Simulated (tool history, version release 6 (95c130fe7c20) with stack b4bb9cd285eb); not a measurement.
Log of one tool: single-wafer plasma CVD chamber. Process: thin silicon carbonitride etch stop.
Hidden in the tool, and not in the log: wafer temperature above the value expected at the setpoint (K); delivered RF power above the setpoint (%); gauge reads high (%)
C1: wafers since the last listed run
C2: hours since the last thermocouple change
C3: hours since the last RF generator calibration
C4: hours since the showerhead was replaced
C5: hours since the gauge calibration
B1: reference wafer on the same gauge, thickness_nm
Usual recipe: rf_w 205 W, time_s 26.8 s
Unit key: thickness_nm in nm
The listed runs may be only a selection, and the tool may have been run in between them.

{"run": 1, "hour": 0.0, "rf_w": 205, "time_s": 26.8, "C1": 0, "C2": 1691.5, "C3": 820.4, "C4": 2435.3, "C5": 1483.9, "B1": 17.209, "thickness_nm": 17.009}
{"run": 2, "hour": 60.2, "rf_w": 205, "time_s": 26.8, "C1": 854, "C2": 1751.7, "C3": 880.6, "C4": 2495.5, "C5": 1544.1, "B1": 17.213, "thickness_nm": 16.969}
{"run": 3, "hour": 85.5, "rf_w": 205, "time_s": 26.8, "C1": 359, "C2": 1777.0, "C3": 905.9, "C4": 2520.8, "C5": 1569.4, "B1": 17.193, "thickness_nm": 17.002}
{"run": 4, "hour": 130.5, "rf_w": 205, "time_s": 26.8, "C1": 638, "C2": 1822.0, "C3": 950.9, "C4": 2565.8, "C5": 1614.4, "B1": 17.188, "thickness_nm": 17.02}
{"run": 5, "hour": 173.9, "rf_w": 205, "time_s": 26.8, "C1": 615, "C2": 1865.4, "C3": 994.3, "C4": 2609.2, "C5": 1657.8, "B1": 17.216, "thickness_nm": 16.975}
{"run": 6, "hour": 219.4, "rf_w": 205, "time_s": 26.8, "C1": 645, "C2": 1910.9, "C3": 1039.8, "C4": 2654.7, "C5": 1703.3, "B1": 17.207, "thickness_nm": 16.981}
{"hour": 222.3, "done": "gauge calibrated"}
{"run": 7, "hour": 277.0, "rf_w": 205, "time_s": 26.8, "C1": 817, "C2": 1968.5, "C3": 1097.4, "C4": 2712.3, "C5": 54.7, "B1": 17.196, "thickness_nm": 16.995}
{"run": 8, "hour": 325.5, "rf_w": 205, "time_s": 26.8, "C1": 688, "C2": 2017.0, "C3": 1145.9, "C4": 2760.8, "C5": 103.2, "B1": 17.185, "thickness_nm": 17.017}
{"run": 9, "hour": 367.3, "rf_w": 205, "time_s": 26.8, "C1": 593, "C2": 2058.8, "C3": 1187.7, "C4": 2802.6, "C5": 145.0, "B1": 17.194, "thickness_nm": 16.989}
{"run": 10, "hour": 409.4, "rf_w": 205, "time_s": 24.7, "C1": 597, "C2": 2100.9, "C3": 1229.8, "C4": 2844.7, "C5": 187.1, "B1": 17.205, "thickness_nm": 15.649}
{"run": 11, "hour": 468.8, "rf_w": 205, "time_s": 24.7, "C1": 843, "C2": 2160.3, "C3": 1289.2, "C4": 2904.1, "C5": 246.5, "B1": 17.196, "thickness_nm": 15.631}
{"run": 12, "hour": 500.3, "rf_w": 205, "time_s": 24.7, "C1": 447, "C2": 2191.8, "C3": 1320.7, "C4": 2935.6, "C5": 278.0, "B1": 17.199, "thickness_nm": 15.635}
{"run": 13, "hour": 531.2, "rf_w": 235, "time_s": 26.8, "C1": 438, "C2": 2222.7, "C3": 1351.6, "C4": 2966.5, "C5": 308.9, "B1": 17.191, "thickness_nm": 17.606}
{"run": 14, "hour": 580.8, "rf_w": 240, "time_s": 26.8, "C1": 703, "C2": 2272.3, "C3": 1401.2, "C4": 3016.1, "C5": 358.5, "B1": 17.199, "thickness_nm": 17.681}
{"run": 15, "hour": 621.0, "rf_w": 205, "time_s": 26.8, "C1": 570, "C2": 2312.5, "C3": 1441.4, "C4": 3056.3, "C5": 398.7, "B1": 17.197, "thickness_nm": 16.967}
{"hour": 634.6, "done": "thermocouple changed; heater temperature recalibrated"}
{"run": 16, "hour": 718.0, "rf_w": 170, "time_s": 23.3, "C1": 1263, "C2": 83.4, "C3": 1538.4, "C4": 3153.3, "C5": 495.7, "B1": 17.205, "thickness_nm": 14.015}
{"hour": 740.9, "done": "showerhead replaced"}
{"run": 17, "hour": 746.4, "rf_w": 175, "time_s": 29.8, "C1": 289, "C2": 111.8, "C3": 1566.8, "C4": 5.5, "C5": 524.1, "B1": 17.198, "thickness_nm": 18.067}
{"hour": 786.6, "done": "RF generator calibrated"}
{"run": 18, "hour": 806.3, "rf_w": 235, "time_s": 24.4, "C1": 736, "C2": 171.7, "C3": 19.7, "C4": 65.4, "C5": 584.0, "B1": 17.184, "thickness_nm": 16.229}
{"run": 19, "hour": 830.4, "rf_w": 205, "time_s": 31.6, "C1": 342, "C2": 195.8, "C3": 43.8, "C4": 89.5, "C5": 608.1, "B1": 17.209, "thickness_nm": 20.274}
{"run": 20, "hour": 897.2, "rf_w": 205, "time_s": 26.8, "C1": 948, "C2": 262.6, "C3": 110.6, "C4": 156.3, "C5": 674.9, "B1": 17.201, "thickness_nm": 17.169}
{"run": 21, "hour": 933.9, "rf_w": 230, "time_s": 21.7, "C1": 520, "C2": 299.3, "C3": 147.3, "C4": 193.0, "C5": 711.6, "B1": 17.185, "thickness_nm": 14.3}
{"run": 22, "hour": 972.9, "rf_w": 190, "time_s": 26.8, "C1": 553, "C2": 338.3, "C3": 186.3, "C4": 232.0, "C5": 750.6, "B1": 17.196, "thickness_nm": 16.781}
{"run": 23, "hour": 1178.0, "rf_w": 205, "time_s": 28.4, "C1": 2910, "C2": 543.4, "C3": 391.4, "C4": 437.1, "C5": 955.7, "B1": 17.187, "thickness_nm": 18.106}
{"run": 24, "hour": 1227.3, "rf_w": 235, "time_s": 22.2, "C1": 699, "C2": 592.7, "C3": 440.7, "C4": 486.4, "C5": 1005.0, "B1": 17.208, "thickness_nm": 14.677}
{"run": 25, "hour": 1298.2, "rf_w": 185, "time_s": 22.0, "C1": 1006, "C2": 663.6, "C3": 511.6, "C4": 557.3, "C5": 1075.9, "B1": 17.204, "thickness_nm": 13.616}
{"run": 26, "hour": 1325.8, "rf_w": 230, "time_s": 29.8, "C1": 391, "C2": 691.2, "C3": 539.2, "C4": 584.9, "C5": 1103.5, "B1": 17.194, "thickness_nm": 19.502}
{"run": 27, "hour": 1394.9, "rf_w": 225, "time_s": 29.8, "C1": 980, "C2": 760.3, "C3": 608.3, "C4": 654.0, "C5": 1172.6, "B1": 17.189, "thickness_nm": 19.404}
{"run": 28, "hour": 1441.5, "rf_w": 205, "time_s": 26.8, "C1": 661, "C2": 806.9, "C3": 654.9, "C4": 700.6, "C5": 1219.2, "B1": 17.205, "thickness_nm": 17.036}
{"run": 29, "hour": 1513.3, "rf_w": 205, "time_s": 26.8, "C1": 1018, "C2": 878.7, "C3": 726.7, "C4": 772.4, "C5": 1291.0, "B1": 17.195, "thickness_nm": 17.01}
{"run": 30, "hour": 1582.5, "rf_w": 230, "time_s": 22.3, "C1": 982, "C2": 947.9, "C3": 795.9, "C4": 841.6, "C5": 1360.2, "B1": 17.202, "thickness_nm": 14.59}
{"run": 31, "hour": 1645.3, "rf_w": 205, "time_s": 26.8, "C1": 891, "C2": 1010.7, "C3": 858.7, "C4": 904.4, "C5": 1423.0, "B1": 17.192, "thickness_nm": 17.025}
{"run": 32, "hour": 1675.4, "rf_w": 205, "time_s": 29.6, "C1": 427, "C2": 1040.8, "C3": 888.8, "C4": 934.5, "C5": 1453.1, "B1": 17.206, "thickness_nm": 18.771}
{"run": 33, "hour": 1700.4, "rf_w": 240, "time_s": 22.5, "C1": 354, "C2": 1065.8, "C3": 913.8, "C4": 959.5, "C5": 1478.1, "B1": 17.196, "thickness_nm": 14.919}
{"run": 34, "hour": 1734.7, "rf_w": 205, "time_s": 26.8, "C1": 486, "C2": 1100.1, "C3": 948.1, "C4": 993.8, "C5": 1512.4, "B1": 17.2, "thickness_nm": 17.009}

For each run, what was the tool's unlogged condition?
wafer temperature above the value expected at the setpoint (K): 0, the same for each run
gauge reads high (%): 0, the same for each run
H1: delivered RF power above the setpoint (%)
run=1 H1=-4.84
run=2 H1=-4.98
run=3 H1=-5.04
run=4 H1=-5.13
run=5 H1=-5.21
run=6 H1=-5.29
run=7 H1=-5.37
run=8 H1=-5.44
run=9 H1=-5.5
run=10 H1=-5.55
run=11 H1=-5.61
run=12 H1=-5.64
run=13 H1=-5.67
run=14 H1=-5.71
run=15 H1=-5.75
run=16 H1=-5.81
run=17 H1=-5.83
run=18 H1=-0.318
run=19 H1=-0.574
run=20 H1=-1.23
run=21 H1=-1.55
run=22 H1=-1.87
run=23 H1=-3.23
run=24 H1=-3.48
run=25 H1=-3.81
run=26 H1=-3.93
run=27 H1=-4.2
run=28 H1=-4.36
run=29 H1=-4.58
run=30 H1=-4.77
run=31 H1=-4.93
run=32 H1=-4.99
run=33 H1=-5.05
run=34 H1=-5.11
